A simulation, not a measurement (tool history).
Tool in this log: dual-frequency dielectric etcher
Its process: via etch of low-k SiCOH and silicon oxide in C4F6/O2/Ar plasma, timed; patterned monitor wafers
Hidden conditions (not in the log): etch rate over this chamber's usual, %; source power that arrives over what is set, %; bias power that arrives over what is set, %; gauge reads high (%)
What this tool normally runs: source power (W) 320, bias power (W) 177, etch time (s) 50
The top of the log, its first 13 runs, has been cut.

run    hour  source power (W)  bias power (W)  etch time (s)  wafers since the last listed run  hours since the last wet clean  hours since the last source power generator calibration  hours since the last bias power generator calibration  hours since the last upper electrode change  hours since the gauge calibration  read-back reference wafer on the same gauge, depth_nm  mean etch depth across the wafer (Å)
 14  1093.3               320             177             55                               980                           517.9                                                    324.4                                                 2197.1                                       3369.3                              283.1                                                    126                                  1324
     1134.7  -- wet clean of the chamber
 15  1152.3               280             207             36                               416                            17.6                                                    383.4                                                 2256.1                                       3428.3                              342.1                                                    126                                   841
 16    1190               340             177             63                               448                            55.3                                                    421.1                                                 2293.8                                         3466                              379.8                                                  126.1                                  1574
     1268.9  -- upper electrode replaced
 17  1269.4               390             211             55                               659                           134.7                                                    500.5                                                 2373.2                                          0.5                              459.2                                                  126.1                                  1509
 18    1314               320             142           35.5                               531                           179.3                                                    545.1                                                 2417.8                                         45.1                              503.8                                                    126                                   824
 19  1390.9               250             177             50                               915                           256.2                                                      622                                                 2494.7                                          122                              580.7                                                    126                                  1069
 20  1490.8               320             177             50                              1189                           356.1                                                    721.9                                                 2594.6                                        221.9                              680.6                                                    126                                  1202
 21  1544.3               380             216           60.5                               637                           409.6                                                    775.4                                                 2648.1                                        275.4                              734.1                                                  126.1                                  1654
 22  1593.7               320             177             56                               588                             459                                                    824.8                                                 2697.5                                        324.8                              783.5                                                    126                                  1368
       1617  -- bias power generator calibrated
 23  1646.9               320             177             62                               585                           512.2                                                      878                                                   29.9                                          378                              836.7                                                    126                                  1499
     1695.2  -- wet clean of the chamber
 24  1695.7               320             177             50                               295                             0.5                                                    926.8                                                   78.7                                        426.8                              885.5                                                    126                                  1211
 25  1779.6               320             177             50                               999                            84.4                                                   1010.7                                                  162.6                                        510.7                              969.4                                                    126                                  1205
 26  1865.1               320             153             50                              1018                           169.9                                                   1096.2                                                  248.1                                        596.2                             1054.9                                                  126.2                                  1176
 27  1914.5               320             163             50                               588                           219.3                                                   1145.6                                                  297.5                                        645.6                             1104.3                                                  125.9                                  1174
 28  1989.1               350             203           42.5                               888                           293.9                                                   1220.2                                                  372.1                                        720.2                             1178.9                                                    126                                  1099
 29  2052.7               290             134           60.5                               757                           357.5                                                   1283.8                                                  435.7                                        783.8                             1242.5                                                  125.9                                  1318
 30    2132               320             177             50                               944                           436.8                                                   1363.1                                                    515                                        863.1                             1321.8                                                    126                                  1203

What if the next run were any one of these 3? Each begins from the tool's condition after run 30:
  A  2132.4               320             177             50                                 4                           437.2                                                   1363.5                                                  515.4                                        863.5                             1322.2                                                      ?                                     ?
  B  2132.4               320             177             64                                 4                           437.2                                                   1363.5                                                  515.4                                        863.5                             1322.2                                                      ?                                     ?
  C  2132.4               320             211             61                                 4                           437.2                                                   1363.5                                                  515.4                                        863.5                             1322.2                                                      ?                                     ?

run  read-back reference wafer on the same gauge, depth_nm  mean etch depth across the wafer (Å)
  A                                                    126                                  1213
  B                                                    126                                  1552
  C                                                    126                                  1533
Take away the tool's hidden state, keep each run's random variation, and the runs would have read:
run  mean etch depth across the wafer (Å)
  A                                  1218
  B                                  1559
  C                                  1540
